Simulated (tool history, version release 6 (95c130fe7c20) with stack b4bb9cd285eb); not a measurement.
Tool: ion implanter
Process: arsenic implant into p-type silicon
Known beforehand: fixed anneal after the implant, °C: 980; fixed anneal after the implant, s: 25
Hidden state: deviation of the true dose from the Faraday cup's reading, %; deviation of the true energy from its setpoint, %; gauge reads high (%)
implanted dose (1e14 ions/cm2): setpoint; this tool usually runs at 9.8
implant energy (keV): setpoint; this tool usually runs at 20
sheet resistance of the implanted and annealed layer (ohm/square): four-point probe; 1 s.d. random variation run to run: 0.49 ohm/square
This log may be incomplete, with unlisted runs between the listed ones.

run	day	implanted dose (1e14 ions/cm2)	implant energy (keV)	wafers since the last listed run	hours since the last dose calibration	hours since the extraction supply was calibrated	hours since the gauge calibration	read-back reference wafer on the same gauge, sheet resistance	sheet resistance of the implanted and annealed layer (ohm/square)
1	0	9.8	20	0	778	1378.1	105.4	162.07	142.71
2	1.996	9.8	20	1036	825.9	1426	153.3	161.96	142.3
3	4.846	11.64	17	1479	894.3	1494.4	221.7	162.15	139.74
4	5.883	11.64	17	538	919.2	1519.3	246.6	161.89	139.65
5	7.671	11.64	17	928	962.1	1562.2	289.5	161.93	140.56
6	10.15	9.8	20	1287	1021.6	1621.7	349	162.09	141.41
7	11.721	9.8	20	815	1059.3	1659.4	386.7	162.03	141.58
8	13.838	10.68	20	1099	1110.1	1710.2	437.5	162.08	136.98
9	14.992	10.68	20	599	1137.8	1737.9	465.2	161.88	136.13
10	17.475	8.77	20	1289	1197.4	1797.5	524.8	162.02	148.97
11	20.358	8.77	20	1497	1266.6	1866.7	594	162	149.47
# day 22.254: Faraday cup replaced and dose calibrated
12	22.275	11.2	23	822	0.5	1912.7	640	161.89	130.13
13	23.929	11.6	23.5	859	40.2	1952.4	679.7	162.03	126.12
# day 25.3: extraction supply calibrated
14	26.383	9.8	26.5	1101	99.1	26	738.6	161.99	131.64
15	28.204	10.62	18	945	142.8	69.7	782.3	161.99	144.12
16	29.596	9.8	26.5	722	176.2	103.1	815.7	162.04	132.35
17	31.25	9.8	22.5	859	215.9	142.8	855.4	162.18	139.19
# day 33.938: gauge calibrated
18	35.45	8.27	13.5	2181	316.7	243.6	36.3	162.02	171.91
19	38.042	7.4	20	1345	378.9	305.8	98.5	162.07	166.52
20	39.858	8.03	17.5	943	422.5	349.4	142.1	161.76	164.36
21	41.946	12.56	24.5	1084	472.6	399.5	192.2	162	120.85
22	45.062	9.8	20	1618	547.4	474.3	267	162.03	143.07

Here are 3 independent what-if runs from the current tool condition. What would each one return?
A	45.079	9.8	23	8	547.8	474.7	267.4	?	?
B	45.079	7.38	26	8	547.8	474.7	267.4	?	?
C	45.079	7.4	24	8	547.8	474.7	267.4	?	?

run	read-back reference wafer on the same gauge, sheet resistance	sheet resistance of the implanted and annealed layer (ohm/square)
A	162.2	137.25
B	162.2	156.56
C	162.2	159.22
With no hidden state in the tool, these same runs would have given:
run	sheet resistance of the implanted and annealed layer (ohm/square)
A	138.81
B	158.91
C	161.52
